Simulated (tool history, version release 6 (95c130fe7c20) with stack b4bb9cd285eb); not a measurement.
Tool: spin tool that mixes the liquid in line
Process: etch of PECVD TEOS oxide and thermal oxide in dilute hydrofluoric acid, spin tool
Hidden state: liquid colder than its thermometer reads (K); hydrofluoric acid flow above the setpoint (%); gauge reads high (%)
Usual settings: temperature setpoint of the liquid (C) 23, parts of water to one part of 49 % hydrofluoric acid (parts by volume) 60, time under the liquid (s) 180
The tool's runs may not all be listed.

run     day  temperature setpoint of the liquid (C)  parts of water to one part of 49 % hydrofluoric acid (parts by volume)  time under the liquid (s)  wafers since the last listed run  hours since the thermometer was replaced  hours since the hydrofluoric acid flow meter was replaced  hours since the gauge calibration  read-back film thickness of the PECVD TEOS oxide reference wafer, read on the same gauge (nm)  read-back film thickness of the thermal oxide reference wafer, read on the same gauge (nm)  thickness taken off the PECVD TEOS oxide on a monitor wafer (angstrom)  thickness taken off the thermal oxide on a monitor wafer (angstrom)
  1       0                                      23                                                                      60                        180                                 0                                    1644.4                                                     1646.3                              363.4                                                                                         108.15                                                                                       78.67                                                                   304.4                                                                  149
  2   0.542                                      23                                                                      60                        180                               102                                    1657.4                                                     1659.3                              376.4                                                                                         108.08                                                                                        78.6                                                                   311.3                                                                147.8
  3   2.038                                      23                                                                      60                        180                               282                                    1693.3                                                     1695.2                              412.3                                                                                         107.92                                                                                       78.49                                                                   309.2                                                                149.7
  4   2.683                                      23                                                                      60                        180                               121                                    1708.8                                                     1710.7                              427.8                                                                                         107.85                                                                                       78.45                                                                   306.4                                                                150.5
  5   3.708                                      23                                                                      60                        145                               193                                    1733.4                                                     1735.3                              452.4                                                                                         107.77                                                                                       78.37                                                                   247.7                                                                120.1
  6   4.558                                      23                                                                      60                        180                               160                                    1753.8                                                     1755.7                              472.8                                                                                         107.66                                                                                       78.31                                                                   309.1                                                                147.9
  7   5.579                                      23                                                                      60                        180                               192                                    1778.3                                                     1780.2                              497.3                                                                                         107.57                                                                                       78.22                                                                   308.4                                                                147.2
  8   6.242                                      23                                                                      75                        220                               125                                    1794.2                                                     1796.1                              513.2                                                                                         107.55                                                                                       78.19                                                                   295.6                                                                142.4
  9   7.096                                      23                                                                      60                        240                               161                                    1814.7                                                     1816.6                              533.7                                                                                         107.41                                                                                       78.13                                                                   405.5                                                                197.6
 10   7.833                                      23                                                                      60                        240                               139                                    1832.4                                                     1834.3                              551.4                                                                                         107.34                                                                                       78.05                                                                   413.8                                                                198.5
 11   8.733                                      18                                                                      60                        180                               169                                      1854                                                     1855.9                                573                                                                                         107.27                                                                                       77.99                                                                   246.5                                                                  120
      9.283  -- hydrofluoric acid flow meter replaced
 12   9.712                                      20                                                                      70                        105                               176                                    1877.5                                                       10.3                              596.5                                                                                         107.15                                                                                       77.89                                                                   132.1                                                                 63.9
 13  10.358                                      23                                                                      85                        135                               121                                      1893                                                       25.8                                612                                                                                         107.03                                                                                       77.86                                                                   155.4                                                                 74.8
 14  11.158                                      23                                                                      35                        270                               150                                    1912.2                                                         45                              631.2                                                                                            107                                                                                       77.81                                                                   803.8                                                                396.7
 15  12.479                                      21                                                                      85                        270                               249                                    1943.9                                                       76.7                              662.9                                                                                         106.82                                                                                        77.7                                                                   285.8                                                                  138
     13.079  -- gauge calibrated
 16  13.588                                      23                                                                      75                        180                               209                                    1970.5                                                      103.3                               12.2                                                                                         109.72                                                                                       79.82                                                                   245.4                                                                118.8
 17  14.542                                      23                                                                      40                        255                               180                                    1993.4                                                      126.2                               35.1                                                                                         109.61                                                                                       79.72                                                                   685.8                                                                332.2
 18  15.983                                      23                                                                      70                        265                               272                                      2028                                                      160.8                               69.7                                                                                         109.46                                                                                       79.62                                                                   389.4                                                                189.4
 19  16.492                                      25                                                                      85                        120                                95                                    2040.2                                                        173                               81.9                                                                                         109.42                                                                                        79.6                                                                   155.7                                                                 74.3
     17.421  -- thermometer replaced
 20  17.883                                      23                                                                      35                        150                               254                                      11.1                                                      206.4                              115.3                                                                                         109.28                                                                                       79.46                                                                     456                                                                223.8
 21  18.708                                      23                                                                      60                        180                               155                                      30.9                                                      226.2                              135.1                                                                                         109.17                                                                                       79.43                                                                   311.8                                                                149.1
 22  19.558                                    26.5                                                                      50                        180                               160                                      51.3                                                      246.6                              155.5                                                                                         109.11                                                                                       79.36                                                                   434.3                                                                214.6
 23  20.125                                      23                                                                      60                        180                               106                                      64.9                                                      260.2                              169.1                                                                                         109.02                                                                                        79.3                                                                   313.7                                                                148.2
 24  21.304                                      20                                                                      60                        125                               222                                      93.2                                                      288.5                              197.4                                                                                         108.93                                                                                       79.24                                                                   190.8                                                                 91.4
 25  24.612                                    27.5                                                                      60                        180                               624                                     172.6                                                      367.9                              276.8                                                                                         108.59                                                                                       78.95                                                                   367.6                                                                180.4
 26   25.15                                      23                                                                      60                        240                               101                                     185.5                                                      380.8                              289.7                                                                                         108.52                                                                                       78.91                                                                   413.4                                                                199.4

Forecast each of these 4 alternatives for the next run:
  A  25.171                                      23                                                                      60                        180                                 3                                       186                                                      381.3                              290.2                                                                                              ?                                                                                           ?                                                                       ?                                                                    ?
  B  25.171                                    25.5                                                                      60                        215                                 3                                       186                                                      381.3                              290.2                                                                                              ?                                                                                           ?                                                                       ?                                                                    ?
  C  25.171                                    20.5                                                                      60                         90                                 3                                       186                                                      381.3                              290.2                                                                                              ?                                                                                           ?                                                                       ?                                                                    ?
  D  25.171                                    24.5                                                                      80                        180                                 3                                       186                                                      381.3                              290.2                                                                                              ?                                                                                           ?                                                                       ?                                                                    ?

run  read-back film thickness of the PECVD TEOS oxide reference wafer, read on the same gauge (nm)  read-back film thickness of the thermal oxide reference wafer, read on the same gauge (nm)  thickness taken off the PECVD TEOS oxide on a monitor wafer (angstrom)  thickness taken off the thermal oxide on a monitor wafer (angstrom)
  A                                                                                         108.54                                                                                       78.92                                                                   312.3                                                                  149
  B                                                                                         108.54                                                                                       78.92                                                                     413                                                                197.1
  C                                                                                         108.54                                                                                       78.92                                                                   140.7                                                                 67.2
  D                                                                                         108.54                                                                                       78.92                                                                   242.6                                                                115.8
Without the tool's hidden state the same runs would have given:
run  thickness taken off the PECVD TEOS oxide on a monitor wafer (angstrom)  thickness taken off the thermal oxide on a monitor wafer (angstrom)
  A                                                                   316.5                                                                151.1
  B                                                                   418.6                                                                199.8
  C                                                                   142.6                                                                 68.1
  D                                                                   245.9                                                                117.4
